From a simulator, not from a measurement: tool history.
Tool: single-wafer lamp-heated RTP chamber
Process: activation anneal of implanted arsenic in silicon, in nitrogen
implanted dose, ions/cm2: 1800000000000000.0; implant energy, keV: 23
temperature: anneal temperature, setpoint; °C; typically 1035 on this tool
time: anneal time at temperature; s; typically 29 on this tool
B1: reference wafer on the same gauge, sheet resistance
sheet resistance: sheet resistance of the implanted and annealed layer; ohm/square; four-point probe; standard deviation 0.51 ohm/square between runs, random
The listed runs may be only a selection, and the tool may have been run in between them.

Run 1, hour 0.0: usual settings but time 34 s; B1 73.10. Result: sheet resistance 77.53 ohm/square.
Run 2, hour 81.4: usual settings but time 34 s; B1 73.05. Result: sheet resistance 76.02 ohm/square.
Run 3, hour 180.3: usual settings but time 34 s; B1 72.94. Result: sheet resistance 76.02 ohm/square.
At hour 218.6: reflector plate cleaned.
Run 4, hour 219.1: usual settings but temperature 1046 °C, time 42 s; B1 73.06. Result: sheet resistance 72.70 ohm/square.
Run 5, hour 265.5: usual settings but temperature 1046 °C, time 42 s; B1 73.01. Result: sheet resistance 72.02 ohm/square.
At hour 305.4: pyrometer window cleaned and pyrometer calibrated.
Run 6, hour 350.0: usual settings but temperature 1019 °C, time 33 s; B1 73.08. Result: sheet resistance 86.27 ohm/square.
Run 7, hour 402.5: usual settings but temperature 1058 °C, time 17 s; B1 72.99. Result: sheet resistance 81.67 ohm/square.
Run 8, hour 462.6: usual settings but temperature 1058 °C, time 17 s; B1 72.76. Result: sheet resistance 80.17 ohm/square.
Run 9, hour 559.4: usual settings but temperature 1058 °C, time 17 s; B1 72.97. Result: sheet resistance 80.35 ohm/square.
Run 10, hour 646.8: usual settings; B1 72.87. Result: sheet resistance 80.04 ohm/square.
Run 11, hour 748.3: usual settings; B1 73.19. Result: sheet resistance 78.16 ohm/square.
Run 12, hour 851.1: usual settings; B1 72.87. Result: sheet resistance 79.01 ohm/square.
Run 13, hour 942.2: usual settings; B1 72.93. Result: sheet resistance 77.79 ohm/square.
At hour 1003.5: pyrometer window cleaned and pyrometer calibrated.
At hour 1030.7: reflector plate cleaned.
Run 14, hour 1046.8: usual settings; B1 73.20. Result: sheet resistance 81.98 ohm/square.
Run 15, hour 1114.4: usual settings; B1 73.12. Result: sheet resistance 82.19 ohm/square.
Run 16, hour 1214.6: usual settings but temperature 1043 °C, time 34 s; B1 73.02. Result: sheet resistance 76.56 ohm/square.
Run 17, hour 1267.6: usual settings; B1 72.94. Result: sheet resistance 79.95 ohm/square.
Run 18, hour 1343.1: usual settings but temperature 1048 °C; B1 72.99. Result: sheet resistance 75.57 ohm/square.
Run 19, hour 1407.9: usual settings; B1 72.99. Result: sheet resistance 80.13 ohm/square.
Run 20, hour 1476.9: usual settings but temperature 1049 °C; B1 72.95. Result: sheet resistance 74.18 ohm/square.
Run 21, hour 1565.4: usual settings but temperature 1016 °C, time 35 s; B1 73.06. Result: sheet resistance 81.96 ohm/square.
At hour 1590.7: gauge calibrated.
At hour 1608.6: pyrometer window cleaned and pyrometer calibrated.
Run 22, hour 1621.6: usual settings but temperature 1018 °C, time 23 s; B1 72.91. Result: sheet resistance 90.31 ohm/square.
Run 23, hour 1715.3: usual settings; B1 73.00. Result: sheet resistance 80.48 ohm/square.
At hour 1744.5: reflector plate cleaned.
Run 24, hour 1779.2: usual settings but temperature 1008 °C, time 45 s; B1 72.90. Result: sheet resistance 87.45 ohm/square.
Run 25, hour 1853.6: usual settings but temperature 1006 °C; B1 73.07. Result: sheet resistance 91.84 ohm/square.
Run 26, hour 1924.5: usual settings but time 35 s; B1 73.13. Result: sheet resistance 78.99 ohm/square.
Run 27, hour 1982.3: usual settings but temperature 1062 °C, time 43 s; B1 73.05. Result: sheet resistance 68.77 ohm/square.
Run 28, hour 2088.7: usual settings; B1 73.06. Result: sheet resistance 79.58 ohm/square.
Run 29, hour 2193.2: usual settings; B1 72.89. Result: sheet resistance 77.93 ohm/square.
At hour 2203.7: pyrometer window cleaned and pyrometer calibrated.
Run 30, hour 2267.5: usual settings but temperature 1006 °C, time 21 s; B1 73.05. Result: sheet resistance 96.83 ohm/square.
Run 31, hour 2320.9: usual settings but temperature 1023 °C; B1 72.98. Result: sheet resistance 85.19 ohm/square.

What does the tool deliver on the next run?
Run 32, hour 2369.6: usual settings but temperature 1044 °C, time 15 s; B1 ?. Result: sheet resistance ?.

B1: 73.13
sheet resistance: 86.27 ohm/square
Minus the tool's unlogged condition, the same run would have read sheet resistance 90.30 ohm/square.

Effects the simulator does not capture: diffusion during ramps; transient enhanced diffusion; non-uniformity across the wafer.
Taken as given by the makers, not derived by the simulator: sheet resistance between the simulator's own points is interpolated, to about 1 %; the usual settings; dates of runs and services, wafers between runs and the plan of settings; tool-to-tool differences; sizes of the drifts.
